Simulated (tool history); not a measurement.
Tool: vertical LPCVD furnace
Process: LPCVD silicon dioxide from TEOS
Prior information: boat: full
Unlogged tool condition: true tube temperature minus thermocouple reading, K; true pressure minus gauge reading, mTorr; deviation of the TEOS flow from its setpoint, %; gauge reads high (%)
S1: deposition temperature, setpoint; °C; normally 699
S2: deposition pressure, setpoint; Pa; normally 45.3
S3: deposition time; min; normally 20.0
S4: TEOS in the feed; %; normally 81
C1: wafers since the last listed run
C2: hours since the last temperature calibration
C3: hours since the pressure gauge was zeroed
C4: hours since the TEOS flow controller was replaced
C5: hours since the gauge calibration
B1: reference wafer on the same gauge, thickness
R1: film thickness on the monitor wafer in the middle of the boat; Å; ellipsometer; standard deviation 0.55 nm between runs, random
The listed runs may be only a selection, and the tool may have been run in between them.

{"run": 1, "hour": 0.0, "S1": 699, "S2": 45.3, "S3": 14.0, "S4": 81, "C1": 0, "C2": 1323.4, "C3": 3519.9, "C4": 3550.9, "C5": 1800.1, "B1": 132.03, "R1": 1079.4}
{"run": 2, "hour": 27.1, "S1": 699, "S2": 45.3, "S3": 14.0, "S4": 81, "C1": 327, "C2": 1350.5, "C3": 3547.0, "C4": 3578.0, "C5": 1827.2, "B1": 132.0, "R1": 1081.1}
{"run": 3, "hour": 78.7, "S1": 692, "S2": 45.3, "S3": 16.0, "S4": 81, "C1": 623, "C2": 1402.1, "C3": 3598.6, "C4": 3629.6, "C5": 1878.8, "B1": 131.98, "R1": 1052.3}
{"hour": 93.5, "done": "gauge calibrated"}
{"run": 4, "hour": 126.4, "S1": 692, "S2": 45.3, "S3": 16.0, "S4": 81, "C1": 576, "C2": 1449.8, "C3": 3646.3, "C4": 3677.3, "C5": 32.9, "B1": 131.92, "R1": 1046.3}
{"run": 5, "hour": 194.2, "S1": 692, "S2": 45.3, "S3": 16.0, "S4": 81, "C1": 818, "C2": 1517.6, "C3": 3714.1, "C4": 3745.1, "C5": 100.7, "B1": 132.1, "R1": 1049.5}
{"run": 6, "hour": 300.1, "S1": 694, "S2": 51.3, "S3": 20.0, "S4": 81, "C1": 1279, "C2": 1623.5, "C3": 3820.0, "C4": 3851.0, "C5": 206.6, "B1": 131.99, "R1": 1466.1}
{"hour": 330.9, "done": "TEOS flow controller replaced"}
{"run": 7, "hour": 368.8, "S1": 699, "S2": 45.3, "S3": 20.0, "S4": 81, "C1": 539, "C2": 1692.2, "C3": 3888.7, "C4": 37.9, "C5": 275.3, "B1": 132.03, "R1": 1539.4}
{"run": 8, "hour": 407.2, "S1": 699, "S2": 36.7, "S3": 12.5, "S4": 81, "C1": 463, "C2": 1730.6, "C3": 3927.1, "C4": 76.3, "C5": 313.7, "B1": 132.13, "R1": 868.5}
{"run": 9, "hour": 476.9, "S1": 703, "S2": 51.3, "S3": 20.0, "S4": 81, "C1": 841, "C2": 1800.3, "C3": 3996.8, "C4": 146.0, "C5": 383.4, "B1": 131.93, "R1": 1801.8}
{"run": 10, "hour": 522.1, "S1": 699, "S2": 54.0, "S3": 12.5, "S4": 68, "C1": 545, "C2": 1845.5, "C3": 4042.0, "C4": 191.2, "C5": 428.6, "B1": 131.88, "R1": 973.3}
{"run": 11, "hour": 577.2, "S1": 705, "S2": 41.3, "S3": 26.5, "S4": 86, "C1": 665, "C2": 1900.6, "C3": 4097.1, "C4": 246.3, "C5": 483.7, "B1": 132.17, "R1": 2303.9}
{"run": 12, "hour": 623.4, "S1": 705, "S2": 45.3, "S3": 26.5, "S4": 88, "C1": 558, "C2": 1946.8, "C3": 4143.3, "C4": 292.5, "C5": 529.9, "B1": 132.17, "R1": 2454.5}
{"run": 13, "hour": 658.5, "S1": 704, "S2": 51.3, "S3": 13.5, "S4": 69, "C1": 423, "C2": 1981.9, "C3": 4178.4, "C4": 327.6, "C5": 565.0, "B1": 131.95, "R1": 1149.1}
{"run": 14, "hour": 701.1, "S1": 699, "S2": 45.3, "S3": 20.0, "S4": 81, "C1": 514, "C2": 2024.5, "C3": 4221.0, "C4": 370.2, "C5": 607.6, "B1": 132.03, "R1": 1536.5}
{"run": 15, "hour": 853.8, "S1": 689, "S2": 45.3, "S3": 20.0, "S4": 81, "C1": 1844, "C2": 2177.2, "C3": 4373.7, "C4": 522.9, "C5": 760.3, "B1": 132.1, "R1": 1218.9}
{"hour": 904.9, "done": "pressure gauge zeroed"}
{"run": 16, "hour": 905.4, "S1": 699, "S2": 45.3, "S3": 17.5, "S4": 81, "C1": 333, "C2": 2228.8, "C3": 0.5, "C4": 574.5, "C5": 811.9, "B1": 132.08, "R1": 1400.0}
{"run": 17, "hour": 1078.5, "S1": 699, "S2": 45.3, "S3": 20.0, "S4": 81, "C1": 2090, "C2": 2401.9, "C3": 173.6, "C4": 747.6, "C5": 985.0, "B1": 131.99, "R1": 1598.8}
{"run": 18, "hour": 1112.9, "S1": 702, "S2": 45.3, "S3": 27.5, "S4": 86, "C1": 415, "C2": 2436.3, "C3": 208.0, "C4": 782.0, "C5": 1019.4, "B1": 132.0, "R1": 2411.2}
{"hour": 1156.7, "done": "thermocouples replaced and temperature profile calibrated"}
{"run": 19, "hour": 1157.2, "S1": 711, "S2": 45.3, "S3": 20.0, "S4": 65, "C1": 245, "C2": 0.5, "C3": 252.3, "C4": 826.3, "C5": 1063.7, "B1": 131.93, "R1": 1840.3}
{"run": 20, "hour": 1221.3, "S1": 699, "S2": 45.3, "S3": 20.0, "S4": 81, "C1": 774, "C2": 64.6, "C3": 316.4, "C4": 890.4, "C5": 1127.8, "B1": 132.06, "R1": 1558.5}
{"run": 21, "hour": 1322.9, "S1": 705, "S2": 45.3, "S3": 25.0, "S4": 86, "C1": 1227, "C2": 166.2, "C3": 418.0, "C4": 992.0, "C5": 1229.4, "B1": 131.97, "R1": 2306.0}
{"run": 22, "hour": 1368.9, "S1": 699, "S2": 45.3, "S3": 14.5, "S4": 81, "C1": 555, "C2": 212.2, "C3": 464.0, "C4": 1038.0, "C5": 1275.4, "B1": 132.01, "R1": 1133.6}
{"run": 23, "hour": 1426.8, "S1": 689, "S2": 45.3, "S3": 20.0, "S4": 95, "C1": 699, "C2": 270.1, "C3": 521.9, "C4": 1095.9, "C5": 1333.3, "B1": 132.05, "R1": 1334.1}
{"run": 24, "hour": 1479.2, "S1": 709, "S2": 45.3, "S3": 20.0, "S4": 96, "C1": 632, "C2": 322.5, "C3": 574.3, "C4": 1148.3, "C5": 1385.7, "B1": 131.98, "R1": 2146.7}
{"run": 25, "hour": 1544.5, "S1": 694, "S2": 37.3, "S3": 27.0, "S4": 81, "C1": 788, "C2": 387.8, "C3": 639.6, "C4": 1213.6, "C5": 1451.0, "B1": 131.94, "R1": 1704.7}
{"run": 26, "hour": 1605.2, "S1": 709, "S2": 50.7, "S3": 20.0, "S4": 95, "C1": 733, "C2": 448.5, "C3": 700.3, "C4": 1274.3, "C5": 1511.7, "B1": 131.99, "R1": 2254.4}
{"run": 27, "hour": 1640.3, "S1": 699, "S2": 45.3, "S3": 20.0, "S4": 81, "C1": 423, "C2": 483.6, "C3": 735.4, "C4": 1309.4, "C5": 1546.8, "B1": 131.99, "R1": 1565.4}
{"run": 28, "hour": 1685.4, "S1": 699, "S2": 36.7, "S3": 18.0, "S4": 74, "C1": 544, "C2": 528.7, "C3": 780.5, "C4": 1354.5, "C5": 1591.9, "B1": 131.94, "R1": 1197.8}
{"run": 29, "hour": 1751.3, "S1": 688, "S2": 45.3, "S3": 20.0, "S4": 81, "C1": 796, "C2": 594.6, "C3": 846.4, "C4": 1420.4, "C5": 1657.8, "B1": 131.94, "R1": 1199.7}
{"run": 30, "hour": 1808.2, "S1": 699, "S2": 45.3, "S3": 20.0, "S4": 86, "C1": 687, "C2": 651.5, "C3": 903.3, "C4": 1477.3, "C5": 1714.7, "B1": 132.12, "R1": 1612.2}

A few steps of R1 between consecutive runs. Split each: what settings, incoming material and random variation would produce without the hidden state, and what is left over for the hidden state, along with gauge scatter present in only one of the two compared results (measured, and without hidden state):
Run 10 -> 11: S1 699 -> 705, S2 54.0 -> 41.3, S3 12.5 -> 26.5, S4 68 -> 86. R1 +1330.6 Å: hidden state -23.6, all else +1354.2.
Run 12 -> 13: S1 705 -> 704, S2 45.3 -> 51.3, S3 26.5 -> 13.5, S4 88 -> 69. R1 -1305.4 Å: hidden state +17.0, all else -1322.4.
Run 15 -> 16: S1 689 -> 699, S3 20.0 -> 17.5, pressure gauge zeroed. R1 +181.1 Å: hidden state +37.2, all else +143.9.
Run 18 -> 19: S1 702 -> 711, S3 27.5 -> 20.0, S4 86 -> 65, thermocouples replaced and temperature profile calibrated. R1 -570.9 Å: hidden state -56.7, all else -514.2.
Run 21 -> 22: S1 705 -> 699, S3 25.0 -> 14.5, S4 86 -> 81. R1 -1172.4 Å: hidden state +1.2, all else -1173.6.
